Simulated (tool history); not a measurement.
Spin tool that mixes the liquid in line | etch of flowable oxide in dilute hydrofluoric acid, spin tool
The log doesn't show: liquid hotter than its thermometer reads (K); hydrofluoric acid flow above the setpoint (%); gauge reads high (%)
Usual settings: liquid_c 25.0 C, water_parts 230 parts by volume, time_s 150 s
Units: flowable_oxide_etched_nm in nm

run	hour	liquid_c	water_parts	time_s	wafers since the last listed run	hours since the thermometer was replaced	hours since the hydrofluoric acid flow meter was replaced	hours since the gauge calibration	read-back film thickness of the flowable oxide reference wafer, read on the same gauge (nm)	flowable_oxide_etched_nm
1	0.0	25.0	230	150	0	1125.4	323.5	92.0	100.03	18.79
2	53.9	25.0	230	150	497	1179.3	377.4	145.9	99.95	18.85
3	97.6	25.0	230	150	403	1223.0	421.1	189.6	100.06	18.78
4	157.6	25.0	230	150	554	1283.0	481.1	249.6	99.97	19.07
5	189.8	25.0	230	150	297	1315.2	513.3	281.8	99.98	18.92
# hour 215.8: gauge calibrated
6	238.8	25.0	230	150	452	1364.2	562.3	23.0	99.99	19.04
# hour 296.3: thermometer replaced
7	298.9	25.0	230	150	545	2.6	622.4	83.1	100.04	19.69
8	324.7	25.0	230	180	238	28.4	648.2	108.9	99.99	23.86
9	396.7	25.0	230	230	664	100.4	720.2	180.9	99.96	30.54
10	423.5	28.0	230	150	247	127.2	747.0	207.7	99.99	22.06
# hour 441.1: thermometer replaced, repeated, since the last time left the tool worse
# hour 461.6: hydrofluoric acid flow meter replaced
11	462.4	25.0	230	225	340	21.3	0.8	246.6	99.98	27.18
12	508.3	22.0	230	150	423	67.2	46.7	292.5	99.95	15.98
# hour 516.0: gauge calibrated
13	557.9	25.0	230	150	458	116.8	96.3	41.9	100.03	18.00
14	585.2	25.0	230	150	252	144.1	123.6	69.2	99.98	18.19
15	617.0	25.0	325	195	293	175.9	155.4	101.0	99.97	15.12

Forecast each of these 3 alternatives for the next run:
A	617.5	25.0	230	150	4	176.4	155.9	101.5	?	?
B	617.5	21.5	155	90	4	176.4	155.9	101.5	?	?
C	617.5	22.0	155	125	4	176.4	155.9	101.5	?	?

run	read-back film thickness of the flowable oxide reference wafer, read on the same gauge (nm)	flowable_oxide_etched_nm
A	99.99	18.03
B	99.99	15.28
C	99.99	21.63
Without the tool's hidden state the same runs would have given:
run	flowable_oxide_etched_nm
A	17.75
B	15.02
C	21.27
